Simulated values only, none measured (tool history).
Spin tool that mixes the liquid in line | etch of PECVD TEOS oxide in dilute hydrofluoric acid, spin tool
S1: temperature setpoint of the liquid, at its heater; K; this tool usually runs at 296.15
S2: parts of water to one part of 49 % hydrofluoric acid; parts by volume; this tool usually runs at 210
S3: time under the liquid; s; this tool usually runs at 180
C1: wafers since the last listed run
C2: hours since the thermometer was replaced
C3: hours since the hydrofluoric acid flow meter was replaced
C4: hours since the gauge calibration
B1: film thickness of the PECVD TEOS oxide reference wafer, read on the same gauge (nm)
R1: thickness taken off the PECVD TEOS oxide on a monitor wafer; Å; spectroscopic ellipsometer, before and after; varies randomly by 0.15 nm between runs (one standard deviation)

run 1 hour=0 | S1=296.15 S2=210 S3=180 | C1=0 C2=754.2 C3=990.5 C4=951.6 | B1=51.37 | R1=161.6
run 2 hour=70 | S1=296.15 S2=210 S3=180 | C1=315 C2=824.2 C3=1060.5 C4=1021.6 | B1=51.62 | R1=161
run 3 hour=107.8 | S1=296.15 S2=210 S3=180 | C1=170 C2=862 C3=1098.3 C4=1059.4 | B1=51.78 | R1=162.2
-- hour=141.3 gauge calibrated
run 4 hour=175 | S1=296.15 S2=210 S3=180 | C1=303 C2=929.2 C3=1165.5 C4=33.7 | B1=49.96 | R1=154.1
run 5 hour=271.1 | S1=296.15 S2=210 S3=180 | C1=433 C2=1025.3 C3=1261.6 C4=129.8 | B1=49.95 | R1=156
run 6 hour=307.7 | S1=296.15 S2=210 S3=180 | C1=165 C2=1061.9 C3=1298.2 C4=166.4 | B1=49.97 | R1=155.3
run 7 hour=403.1 | S1=296.15 S2=210 S3=180 | C1=430 C2=1157.3 C3=1393.6 C4=261.8 | B1=50.07 | R1=157.8
run 8 hour=466.6 | S1=296.15 S2=210 S3=180 | C1=286 C2=1220.8 C3=1457.1 C4=325.3 | B1=50.1 | R1=157.2
run 9 hour=508.2 | S1=296.15 S2=210 S3=180 | C1=187 C2=1262.4 C3=1498.7 C4=366.9 | B1=50.21 | R1=155.9
run 10 hour=545.9 | S1=296.15 S2=210 S3=180 | C1=170 C2=1300.1 C3=1536.4 C4=404.6 | B1=50.2 | R1=158.1
-- hour=603.2 thermometer replaced
run 11 hour=790.7 | S1=296.15 S2=210 S3=180 | C1=1099 C2=187.5 C3=1781.2 C4=649.4 | B1=50.68 | R1=157.1
run 12 hour=846.8 | S1=296.15 S2=210 S3=180 | C1=252 C2=243.6 C3=1837.3 C4=705.5 | B1=50.82 | R1=158.1
run 13 hour=947.2 | S1=296.15 S2=210 S3=240 | C1=452 C2=344 C3=1937.7 C4=805.9 | B1=51.11 | R1=211.3
run 14 hour=1005.8 | S1=296.15 S2=210 S3=180 | C1=264 C2=402.6 C3=1996.3 C4=864.5 | B1=51.25 | R1=160.3
-- hour=1050.6 hydrofluoric acid flow meter replaced
run 15 hour=1058.8 | S1=296.15 S2=210 S3=240 | C1=234 C2=455.6 C3=8.2 C4=917.5 | B1=51.39 | R1=214.8
run 16 hour=1124.5 | S1=292.15 S2=140 S3=235 | C1=296 C2=521.3 C3=73.9 C4=983.2 | B1=51.62 | R1=292.2
run 17 hour=1207.2 | S1=292.15 S2=255 S3=180 | C1=372 C2=604 C3=156.6 C4=1065.9 | B1=51.94 | R1=110.6
run 18 hour=1255.3 | S1=296.15 S2=210 S3=180 | C1=216 C2=652.1 C3=204.7 C4=1114 | B1=52.12 | R1=164.1
run 19 hour=1292.7 | S1=300.15 S2=275 S3=110 | C1=168 C2=689.5 C3=242.1 C4=1151.4 | B1=52.26 | R1=80.8
run 20 hour=1394.6 | S1=296.15 S2=210 S3=180 | C1=459 C2=791.4 C3=344 C4=1253.3 | B1=52.66 | R1=161
-- hour=1463.4 gauge calibrated
run 21 hour=1487.7 | S1=299.15 S2=265 S3=105 | C1=419 C2=884.5 C3=437.1 C4=24.3 | B1=49.65 | R1=75.5
run 22 hour=1537.5 | S1=296.15 S2=210 S3=180 | C1=224 C2=934.3 C3=486.9 C4=74.1 | B1=49.63 | R1=155
run 23 hour=1600.5 | S1=299.15 S2=105 S3=180 | C1=284 C2=997.3 C3=549.9 C4=137.1 | B1=49.68 | R1=395.7
run 24 hour=1697.8 | S1=296.15 S2=270 S3=145 | C1=438 C2=1094.6 C3=647.2 C4=234.4 | B1=49.71 | R1=91.5
run 25 hour=1753.8 | S1=296.15 S2=210 S3=180 | C1=252 C2=1150.6 C3=703.2 C4=290.4 | B1=49.81 | R1=151.7
run 26 hour=1848.8 | S1=292.15 S2=210 S3=85 | C1=428 C2=1245.6 C3=798.2 C4=385.4 | B1=49.87 | R1=62.2
-- hour=1896.1 thermometer replaced
run 27 hour=1944.9 | S1=294.15 S2=125 S3=110 | C1=428 C2=48.8 C3=894.3 C4=481.5 | B1=50 | R1=165.2

Below are 3 alternative next runs, each starting from the tool's condition after run 27. Predict each:
run A hour=1945.4 | S1=296.15 S2=210 S3=180 | C1=2 C2=49.3 C3=894.8 C4=482 | B1=? | R1=?
run B hour=1945.4 | S1=300.15 S2=210 S3=180 | C1=2 C2=49.3 C3=894.8 C4=482 | B1=? | R1=?
run C hour=1945.4 | S1=299.15 S2=185 S3=255 | C1=2 C2=49.3 C3=894.8 C4=482 | B1=? | R1=?

run=A B1=50.07 R1=153.3
run=B B1=50.07 R1=177.3
run=C B1=50.07 R1=283
Without the tool's unlogged condition, the same runs would have read:
run=A R1=153.2
run=B R1=177.2
run=C R1=282.8
